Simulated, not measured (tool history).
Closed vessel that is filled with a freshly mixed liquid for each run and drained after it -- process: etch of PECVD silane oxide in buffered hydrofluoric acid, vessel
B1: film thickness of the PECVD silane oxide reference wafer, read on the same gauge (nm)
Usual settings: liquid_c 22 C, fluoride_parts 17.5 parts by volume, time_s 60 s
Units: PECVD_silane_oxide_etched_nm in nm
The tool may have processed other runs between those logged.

{"run": 1, "day": 0.0, "liquid_c": 22, "fluoride_parts": 17.5, "time_s": 60, "B1": 120, "PECVD_silane_oxide_etched_nm": 71.42}
{"run": 2, "day": 4.154, "liquid_c": 22, "fluoride_parts": 17.5, "time_s": 60, "B1": 120.01, "PECVD_silane_oxide_etched_nm": 71.53}
{"run": 3, "day": 8.554, "liquid_c": 22, "fluoride_parts": 17.5, "time_s": 60, "B1": 120.03, "PECVD_silane_oxide_etched_nm": 71.53}
{"run": 4, "day": 11.0, "liquid_c": 22, "fluoride_parts": 15.5, "time_s": 60, "B1": 119.99, "PECVD_silane_oxide_etched_nm": 80.65}
{"run": 5, "day": 15.108, "liquid_c": 22, "fluoride_parts": 15.5, "time_s": 60, "B1": 120.01, "PECVD_silane_oxide_etched_nm": 80.96}
{"run": 6, "day": 18.821, "liquid_c": 22, "fluoride_parts": 17.5, "time_s": 60, "B1": 119.96, "PECVD_silane_oxide_etched_nm": 72.04}
{"day": 20.508, "done": "hydrofluoric acid flow meter replaced"}
{"run": 7, "day": 21.038, "liquid_c": 22, "fluoride_parts": 17.5, "time_s": 60, "B1": 120.03, "PECVD_silane_oxide_etched_nm": 72.1}
{"run": 8, "day": 23.875, "liquid_c": 22, "fluoride_parts": 17.5, "time_s": 60, "B1": 119.99, "PECVD_silane_oxide_etched_nm": 72.08}
{"run": 9, "day": 27.167, "liquid_c": 22, "fluoride_parts": 17.5, "time_s": 60, "B1": 120.02, "PECVD_silane_oxide_etched_nm": 72.32}
{"run": 10, "day": 39.896, "liquid_c": 22, "fluoride_parts": 17.5, "time_s": 60, "B1": 119.98, "PECVD_silane_oxide_etched_nm": 72.4}
{"day": 40.325, "done": "hydrofluoric acid flow meter replaced"}
{"run": 11, "day": 42.742, "liquid_c": 22, "fluoride_parts": 17.5, "time_s": 60, "B1": 120.02, "PECVD_silane_oxide_etched_nm": 72.88}
{"run": 12, "day": 46.504, "liquid_c": 24.5, "fluoride_parts": 17.5, "time_s": 60, "B1": 119.98, "PECVD_silane_oxide_etched_nm": 83.87}
{"run": 13, "day": 48.496, "liquid_c": 19, "fluoride_parts": 17.5, "time_s": 60, "B1": 119.97, "PECVD_silane_oxide_etched_nm": 61.84}
{"day": 49.342, "done": "thermometer replaced"}
{"run": 14, "day": 50.388, "liquid_c": 22, "fluoride_parts": 21.5, "time_s": 60, "B1": 120.01, "PECVD_silane_oxide_etched_nm": 59.34}
{"run": 15, "day": 54.867, "liquid_c": 22, "fluoride_parts": 17.5, "time_s": 50, "B1": 119.99, "PECVD_silane_oxide_etched_nm": 59.35}
{"run": 16, "day": 56.696, "liquid_c": 22, "fluoride_parts": 13.5, "time_s": 40, "B1": 119.98, "PECVD_silane_oxide_etched_nm": 61.59}
{"day": 60.796, "done": "hydrofluoric acid flow meter replaced"}
{"run": 17, "day": 61.088, "liquid_c": 20.5, "fluoride_parts": 17.5, "time_s": 75, "B1": 119.96, "PECVD_silane_oxide_etched_nm": 82.26}
{"day": 69.242, "done": "gauge calibrated"}
{"run": 18, "day": 73.842, "liquid_c": 25, "fluoride_parts": 15, "time_s": 70, "B1": 120.01, "PECVD_silane_oxide_etched_nm": 115.64}

Run 19, settings as shown, results not yet in. Your forecast:
{"run": 19, "day": 78.217, "liquid_c": 22, "fluoride_parts": 14.5, "time_s": 60, "B1": "?", "PECVD_silane_oxide_etched_nm": "?"}

B1: 120
PECVD_silane_oxide_etched_nm: 86.9 nm
On a tool with no hidden condition, and with the same random variation, this run would have come out at PECVD_silane_oxide_etched_nm 85.8 nm.
